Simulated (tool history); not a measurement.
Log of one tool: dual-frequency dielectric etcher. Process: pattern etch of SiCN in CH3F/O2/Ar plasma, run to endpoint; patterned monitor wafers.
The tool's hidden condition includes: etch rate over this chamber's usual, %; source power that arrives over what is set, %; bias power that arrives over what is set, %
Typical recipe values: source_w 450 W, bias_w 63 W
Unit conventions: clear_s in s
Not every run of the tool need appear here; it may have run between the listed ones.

run,hour,source_w,bias_w,wafers since the last listed run,hours since the last wet clean,hours since the last source power generator calibration,hours since the last bias power generator calibration,hours since the last upper electrode change,"incoming incoming film thickness, nm",clear_s
1,0.0,520,63,0,302.7,4040.8,1975.2,1792.9,12.44,28.3
2,73.9,430,63,638,376.6,4114.7,2049.1,1866.8,12.24,30.9
3,172.6,430,63,852,475.3,4213.4,2147.8,1965.5,12.38,30.9
4,252.9,430,63,693,555.6,4293.7,2228.1,2045.8,12.29,30.6
# hour 279.5: wet clean of the chamber
5,338.1,500,68,528,58.6,4378.9,2313.3,2131.0,12.40,28.6
6,390.4,510,63,451,110.9,4431.2,2365.6,2183.3,12.43,28.8
7,455.8,510,63,565,176.3,4496.6,2431.0,2248.7,12.39,29.1
# hour 623.0: source power generator calibrated
8,745.3,510,63,2466,465.8,122.3,2720.5,2538.2,12.41,28.1
# hour 806.6: wet clean of the chamber
9,824.1,450,71,473,17.5,201.1,2799.3,2617.0,12.35,29.4
# hour 899.8: upper electrode replaced
10,901.5,450,71,461,94.9,278.5,2876.7,1.7,12.53,29.9
# hour 1001.5: bias power generator calibrated
11,1002.1,450,71,834,195.5,379.1,0.6,102.3,12.36,29.3
12,1104.3,450,63,883,297.7,481.3,102.8,204.5,12.30,30.0
13,1154.3,490,63,432,347.7,531.3,152.8,254.5,12.46,28.5
14,1207.8,510,52,462,401.2,584.8,206.3,308.0,12.44,30.1
# hour 1303.0: wet clean of the chamber
15,1305.3,510,50,635,2.3,682.3,303.8,405.5,12.39,31.7
16,1393.0,450,63,757,90.0,770.0,391.5,493.2,12.44,31.4
17,1467.2,360,56,641,164.2,844.2,465.7,567.4,12.32,36.9
18,1551.2,430,63,725,248.2,928.2,549.7,651.4,12.48,31.8
19,1592.8,340,76,359,289.8,969.8,591.3,693.0,12.27,33.5
20,1671.3,450,52,678,368.3,1048.3,669.8,771.5,12.22,31.3
21,1741.2,450,75,603,438.2,1118.2,739.7,841.4,12.33,27.5
22,1784.3,350,70,372,481.3,1161.3,782.8,884.5,12.27,33.8
23,1887.4,340,75,890,584.4,1264.4,885.9,987.6,12.40,33.5
# hour 1914.7: wet clean of the chamber
24,1944.1,520,77,282,29.4,1321.1,942.6,1044.3,12.48,27.2

Consider 3 possible next runs. They are alternatives, not a sequence: every one starts from the tool as it was left by run 24. What does each give?
A,1944.5,410,63,3,29.8,1321.5,943.0,1044.7,12.34,?
B,1944.5,510,58,3,29.8,1321.5,943.0,1044.7,12.34,?
C,1944.5,550,63,3,29.8,1321.5,943.0,1044.7,12.34,?

run,clear_s
A,32.8
B,29.6
C,27.5
What these runs would have given with no unlogged condition in the tool:
run,clear_s
A,32.8
B,29.6
C,27.6
